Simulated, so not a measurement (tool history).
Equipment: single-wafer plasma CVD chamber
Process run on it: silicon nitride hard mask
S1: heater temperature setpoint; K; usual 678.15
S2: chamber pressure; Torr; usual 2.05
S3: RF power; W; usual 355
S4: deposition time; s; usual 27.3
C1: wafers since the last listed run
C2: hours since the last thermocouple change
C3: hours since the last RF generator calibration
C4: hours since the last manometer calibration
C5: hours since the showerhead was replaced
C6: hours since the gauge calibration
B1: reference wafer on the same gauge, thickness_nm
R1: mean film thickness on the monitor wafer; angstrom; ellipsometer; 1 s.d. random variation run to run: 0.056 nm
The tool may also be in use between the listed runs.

{"run": 1, "day": 0.0, "S1": 678.15, "S2": 2.05, "S3": 355, "S4": 27.3, "C1": 0, "C2": 2582, "C3": 1081.9, "C4": 1204.6, "C5": 3976.7, "C6": 45.9, "B1": 31.101, "R1": 355.55}
{"run": 2, "day": 0.646, "S1": 678.15, "S2": 2.05, "S3": 355, "S4": 27.3, "C1": 206, "C2": 2597.5, "C3": 1097.4, "C4": 1220.1, "C5": 3992.2, "C6": 61.4, "B1": 31.111, "R1": 355.32}
{"run": 3, "day": 1.279, "S1": 678.15, "S2": 1.71, "S3": 355, "S4": 27.3, "C1": 202, "C2": 2612.7, "C3": 1112.6, "C4": 1235.3, "C5": 4007.4, "C6": 76.6, "B1": 31.114, "R1": 335.39}
{"run": 4, "day": 1.738, "S1": 678.15, "S2": 2.05, "S3": 355, "S4": 27.3, "C1": 146, "C2": 2623.7, "C3": 1123.6, "C4": 1246.3, "C5": 4018.4, "C6": 87.6, "B1": 31.082, "R1": 354.38}
{"run": 5, "day": 2.196, "S1": 678.15, "S2": 2.05, "S3": 355, "S4": 27.3, "C1": 146, "C2": 2634.7, "C3": 1134.6, "C4": 1257.3, "C5": 4029.4, "C6": 98.6, "B1": 31.117, "R1": 353.84}
{"day": 2.833, "done": "RF generator calibrated"}
{"day": 2.946, "done": "gauge calibrated"}
{"day": 3.104, "done": "thermocouple changed; heater temperature recalibrated"}
{"run": 6, "day": 3.125, "S1": 669.15, "S2": 2.05, "S3": 355, "S4": 27.3, "C1": 104, "C2": 0.5, "C3": 7, "C4": 1279.6, "C5": 4051.7, "C6": 4.3, "B1": 31.094, "R1": 374.27}
{"run": 7, "day": 3.167, "S1": 669.15, "S2": 2.05, "S3": 355, "S4": 27.3, "C1": 13, "C2": 1.5, "C3": 8, "C4": 1280.6, "C5": 4052.7, "C6": 5.3, "B1": 31.113, "R1": 375.77}
{"run": 8, "day": 3.5, "S1": 669.15, "S2": 2.05, "S3": 355, "S4": 27.3, "C1": 106, "C2": 9.5, "C3": 16, "C4": 1288.6, "C5": 4060.7, "C6": 13.3, "B1": 31.092, "R1": 375.94}
{"day": 4.242, "done": "showerhead replaced"}
{"run": 9, "day": 4.262, "S1": 671.15, "S2": 2.39, "S3": 355, "S4": 27.3, "C1": 137, "C2": 27.8, "C3": 34.3, "C4": 1306.9, "C5": 0.5, "C6": 31.6, "B1": 31.103, "R1": 391.75}
{"run": 10, "day": 4.788, "S1": 665.15, "S2": 2.44, "S3": 355, "S4": 23.5, "C1": 167, "C2": 40.4, "C3": 46.9, "C4": 1319.5, "C5": 13.1, "C6": 44.2, "B1": 31.113, "R1": 340.12}
{"run": 11, "day": 5.233, "S1": 678.15, "S2": 2.05, "S3": 355, "S4": 27.3, "C1": 142, "C2": 51.1, "C3": 57.6, "C4": 1330.2, "C5": 23.8, "C6": 54.9, "B1": 31.107, "R1": 373.59}
{"day": 5.571, "done": "capacitance manometer re-zeroed and calibrated"}
{"run": 12, "day": 5.775, "S1": 678.15, "S2": 2.05, "S3": 355, "S4": 27.3, "C1": 66, "C2": 64.1, "C3": 70.6, "C4": 4.9, "C5": 36.8, "C6": 67.9, "B1": 31.134, "R1": 372.89}
{"run": 13, "day": 6.154, "S1": 678.15, "S2": 2.05, "S3": 355, "S4": 27.3, "C1": 121, "C2": 73.2, "C3": 79.7, "C4": 14, "C5": 45.9, "C6": 77, "B1": 31.088, "R1": 373.41}
{"run": 14, "day": 6.617, "S1": 678.15, "S2": 2.05, "S3": 415, "S4": 27.3, "C1": 147, "C2": 84.3, "C3": 90.8, "C4": 25.1, "C5": 57, "C6": 88.1, "B1": 31.118, "R1": 408.63}
{"run": 15, "day": 7.321, "S1": 690.15, "S2": 2.05, "S3": 290, "S4": 27.3, "C1": 225, "C2": 101.2, "C3": 107.7, "C4": 42, "C5": 73.9, "C6": 105, "B1": 31.098, "R1": 327.6}
{"run": 16, "day": 7.996, "S1": 686.15, "S2": 2.05, "S3": 330, "S4": 30.9, "C1": 215, "C2": 117.4, "C3": 123.9, "C4": 58.2, "C5": 90.1, "C6": 121.2, "B1": 31.087, "R1": 402.22}

Here are 3 independent what-if runs from the current tool condition. What would each one return?
{"run": "A", "day": 8.012, "S1": 678.15, "S2": 1.61, "S3": 355, "S4": 27.3, "C1": 5, "C2": 117.8, "C3": 124.3, "C4": 58.6, "C5": 90.5, "C6": 121.6, "B1": "?", "R1": "?"}
{"run": "B", "day": 8.012, "S1": 684.15, "S2": 2.05, "S3": 355, "S4": 25.3, "C1": 5, "C2": 117.8, "C3": 124.3, "C4": 58.6, "C5": 90.5, "C6": 121.6, "B1": "?", "R1": "?"}
{"run": "C", "day": 8.012, "S1": 689.15, "S2": 1.8, "S3": 355, "S4": 29.3, "C1": 5, "C2": 117.8, "C3": 124.3, "C4": 58.6, "C5": 90.5, "C6": 121.6, "B1": "?", "R1": "?"}

run=A B1=31.115 R1=344.81
run=B B1=31.115 R1=344.08
run=C B1=31.115 R1=382.05
The same runs, with their run-to-run variation unchanged, on a tool lacking any hidden condition would have given:
run=A R1=348.51
run=B R1=347.78
run=C R1=386.15
